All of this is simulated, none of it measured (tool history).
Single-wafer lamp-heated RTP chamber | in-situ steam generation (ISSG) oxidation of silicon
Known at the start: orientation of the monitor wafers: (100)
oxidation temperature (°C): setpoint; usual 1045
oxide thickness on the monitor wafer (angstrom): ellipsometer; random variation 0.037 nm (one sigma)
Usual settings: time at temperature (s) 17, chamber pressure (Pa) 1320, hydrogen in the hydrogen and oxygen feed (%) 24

run	hour	oxidation temperature (°C)	time at temperature (s)	chamber pressure (Pa)	hydrogen in the hydrogen and oxygen feed (%)	read-back reference wafer on the same gauge, thickness	oxide thickness on the monitor wafer (angstrom)
1	0.0	1045	17	1320	24	5.716	74.13
# hour 64.0: pyrometer window cleaned and pyrometer calibrated
2	96.1	1045	17	1320	24	5.717	70.33
3	191.0	1045	17	1320	24	5.714	71.34
4	281.3	1045	17	1320	24	5.703	72.12
5	338.8	1045	17	1320	24	5.723	72.87
6	444.7	1045	17	1320	30	5.709	77.55
7	533.5	1045	17	1320	24	5.711	74.32
# hour 619.1: pyrometer window cleaned and pyrometer calibrated
# hour 831.4: hydrogen flow controller replaced
8	845.9	1045	17	1320	24	5.713	72.53
9	910.5	1045	17	1320	24	5.707	73.13
10	997.6	1045	17	1320	24	5.713	73.53
11	1048.0	1045	17	1320	24	5.716	74.03
# hour 1108.5: pyrometer window cleaned and pyrometer calibrated
12	1109.0	1045	17	1320	24	5.711	70.73
# hour 1157.6: pressure gauge zeroed
13	1158.1	1045	17	1320	24	5.715	71.13
14	1217.4	1059	11	1360	24	5.709	61.16
15	1266.0	1051	12	1187	15	5.704	55.61
# hour 1327.7: gauge calibrated
16	1343.4	1056	17	1360	24	5.707	76.32
17	1421.7	1034	12	1320	24	5.714	57.58
18	1513.5	1031	17	1320	18	5.720	63.79
19	1557.2	1045	13	1360	24	5.708	64.14
20	1620.4	1045	17	1320	24	5.715	73.95
# hour 1665.7: pyrometer window cleaned and pyrometer calibrated
21	1937.3	1045	17	1320	24	5.712	72.35
22	2146.6	1033	24	1320	17	5.708	76.79
# hour 2236.7: pyrometer window cleaned and pyrometer calibrated
23	2237.2	1045	17	1320	24	5.708	71.12
24	2286.6	1045	12	1133	24	5.705	61.55
25	2383.1	1052	17	1120	24	5.699	76.84
26	2449.4	1060	14	1320	15	5.700	63.93

The next listed run, before its measurement:
27	2492.6	1053	15	1227	14	?	?

read-back reference wafer on the same gauge, thickness: 5.709
oxide thickness on the monitor wafer (angstrom): 63.70
Without the tool's hidden state the same run would have given oxide thickness on the monitor wafer (angstrom) 61.53.
